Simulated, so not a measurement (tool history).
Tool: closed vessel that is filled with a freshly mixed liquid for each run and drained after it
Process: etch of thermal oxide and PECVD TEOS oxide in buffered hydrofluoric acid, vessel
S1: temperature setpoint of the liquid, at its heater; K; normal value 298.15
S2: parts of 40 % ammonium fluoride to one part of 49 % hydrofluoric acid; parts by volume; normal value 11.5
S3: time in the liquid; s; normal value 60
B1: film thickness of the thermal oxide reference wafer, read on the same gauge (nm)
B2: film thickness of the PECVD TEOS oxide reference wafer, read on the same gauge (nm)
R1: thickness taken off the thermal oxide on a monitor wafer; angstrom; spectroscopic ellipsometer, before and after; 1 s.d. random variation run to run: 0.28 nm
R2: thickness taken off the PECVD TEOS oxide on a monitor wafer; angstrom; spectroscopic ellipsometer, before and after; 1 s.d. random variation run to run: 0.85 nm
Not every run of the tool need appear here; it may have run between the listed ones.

| run | day | S1 | S2 | S3 | B1 | B2 | R1 | R2 |
|---|---|---|---|---|---|---|---|---|
| 1 | 0 | 298.15 | 11.5 | 85 | 50.01 | 40 | 702.9 | 1856.2 |
| 2 | 2.471 | 298.15 | 11.5 | 45 | 50.01 | 40.02 | 372.2 | 971.8 |
| 3 | 3.75 | 298.15 | 11.5 | 45 | 49.98 | 39.99 | 371.2 | 975.4 |
| 4 | 5.538 | 298.15 | 11.5 | 45 | 49.99 | 39.98 | 371.2 | 977.3 |
| 5 | 6.925 | 298.15 | 11.5 | 60 | 49.98 | 40 | 493.9 | 1316.2 |
| 6 | 8.525 | 298.15 | 11.5 | 60 | 50 | 40.01 | 493.4 | 1305 |
| 7 | 10.121 | 300.65 | 11.5 | 70 | 49.98 | 39.97 | 661.8 | 1738.2 |
| 8 | 11.217 | 300.65 | 11.5 | 70 | 50 | 39.98 | 654 | 1741.8 |
| 9 | 14.1 | 300.65 | 11.5 | 70 | 49.99 | 40.01 | 655.9 | 1719.6 |
| 10 | 16.696 | 298.15 | 11.5 | 60 | 50.01 | 40 | 493.4 | 1291 |
| 11 | 17.829 | 298.15 | 11.5 | 60 | 50 | 40 | 482 | 1285.1 |
| 12 | 19.962 | 298.15 | 11.5 | 60 | 50.01 | 40 | 485.9 | 1267.5 |
| 13 | 22.217 | 301.15 | 14 | 60 | 50 | 39.99 | 474.9 | 1237.6 |
|  | 22.575 | hydrofluoric acid flow meter replaced |
|  | 22.929 | thermometer replaced |
|  | 23.742 | gauge calibrated |
| 14 | 24.708 | 295.65 | 11.5 | 85 | 49.99 | 39.99 | 657.1 | 1750.9 |
| 15 | 27.304 | 298.15 | 11.5 | 60 | 49.99 | 40.01 | 527.8 | 1400.7 |
| 16 | 29.433 | 293.65 | 11.5 | 90 | 49.97 | 40.01 | 612.9 | 1637.6 |
| 17 | 32.158 | 298.15 | 11.5 | 60 | 50.03 | 40.01 | 525.5 | 1401 |
| 18 | 33.188 | 294.65 | 7.5 | 35 | 50.01 | 39.99 | 379.2 | 1008 |
| 19 | 34.271 | 293.15 | 11.5 | 45 | 49.99 | 39.99 | 301.4 | 788.5 |
| 20 | 36.733 | 296.65 | 15.5 | 95 | 50.01 | 39.99 | 569.4 | 1495.1 |
| 21 | 38.508 | 294.65 | 11.5 | 60 | 50.02 | 40.02 | 433.3 | 1142.2 |
| 22 | 40.804 | 295.15 | 11.5 | 40 | 49.98 | 39.97 | 294.8 | 778.4 |

4 options for the next run, each taken on its own from the tool as it stands now. Forecast them:
| A | 40.833 | 298.15 | 9 | 60 | ? | ? | ? | ? |
| B | 40.833 | 293.65 | 11.5 | 60 | ? | ? | ? | ? |
| C | 40.833 | 295.15 | 11.5 | 45 | ? | ? | ? | ? |
| D | 40.833 | 294.15 | 11.5 | 75 | ? | ? | ? | ? |

| run | B1 | B2 | R1 | R2 |
|---|---|---|---|---|
| A | 49.99 | 40 | 636 | 1710.6 |
| B | 49.99 | 40 | 405.1 | 1089.5 |
| C | 49.99 | 40 | 330.4 | 888.5 |
| D | 49.99 | 40 | 520.8 | 1400.6 |
With the hidden condition removed and each run's random variation left untouched, the same runs would have given:
| run | R1 | R2 |
|---|---|---|
| A | 661 | 1777.8 |
| B | 421.5 | 1133.7 |
| C | 343.6 | 924.2 |
| D | 541.8 | 1457.2 |
